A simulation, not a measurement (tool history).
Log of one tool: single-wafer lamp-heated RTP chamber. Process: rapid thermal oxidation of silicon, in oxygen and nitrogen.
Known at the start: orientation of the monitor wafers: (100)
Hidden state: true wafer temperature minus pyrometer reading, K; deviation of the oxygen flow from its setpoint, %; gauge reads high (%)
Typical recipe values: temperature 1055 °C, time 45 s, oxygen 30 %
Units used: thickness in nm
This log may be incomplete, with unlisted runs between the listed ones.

run	hour	temperature	time	oxygen	wafers since the last listed run	wafers since the last pyrometer calibration	hours since the oxygen flow controller was replaced	hours since the gauge calibration	read-back reference wafer on the same gauge, thickness	thickness
1	0.0	1055	45	40	0	8448	3651.8	207.6	4.002	5.709
2	18.5	1055	45	40	132	8580	3670.3	226.1	4.000	5.720
3	51.7	1055	45	40	237	8818	3703.5	259.3	4.001	5.722
4	80.9	1066	45	53	209	9027	3732.7	288.5	3.998	6.785
5	96.4	1055	45	30	111	9138	3748.2	304.0	4.000	5.204
6	111.4	1055	45	30	107	9246	3763.2	319.0	3.999	5.174
7	143.1	1055	45	30	227	9473	3794.9	350.7	3.999	5.189
# hour 158.9: pyrometer window cleaned and pyrometer calibrated
8	159.4	1055	45	30	59	3	3811.2	367.0	4.005	4.835
9	170.1	1055	45	30	76	79	3821.9	377.7	3.999	4.844
10	193.2	1055	45	30	165	245	3845.0	400.8	4.001	4.846
11	210.1	1038	30	39	121	366	3861.9	417.7	3.997	4.011
12	228.8	1055	45	30	133	500	3880.6	436.4	4.003	4.837
# hour 254.1: oxygen flow controller replaced
13	255.5	1055	45	40	133	634	1.4	463.1	4.003	5.352
14	281.5	1055	45	30	186	820	27.4	489.1	3.999	4.870
15	305.5	1028	29	17	171	992	51.4	513.1	3.998	2.969
16	321.5	1068	64	41	114	1107	67.4	529.1	4.000	6.908
# hour 336.3: gauge calibrated
17	336.8	1081	45	41	109	1216	82.7	0.5	4.000	6.380
18	364.9	1055	45	51	201	1418	110.8	28.6	4.001	5.902
19	392.9	1077	45	30	200	1618	138.8	56.6	4.002	5.633
20	424.5	1084	34	30	226	1845	170.4	88.2	4.001	5.255

Had the tool no unlogged condition, and each run kept its random variation, what would the results have been?
run	thickness
1	5.315
2	5.321
3	5.312
4	6.292
5	4.826
6	4.794
7	4.800
8	4.821
9	4.827
10	4.823
11	3.989
12	4.805
13	5.308
14	4.823
15	2.945
16	6.826
17	6.301
18	5.817
19	5.546
20	5.167
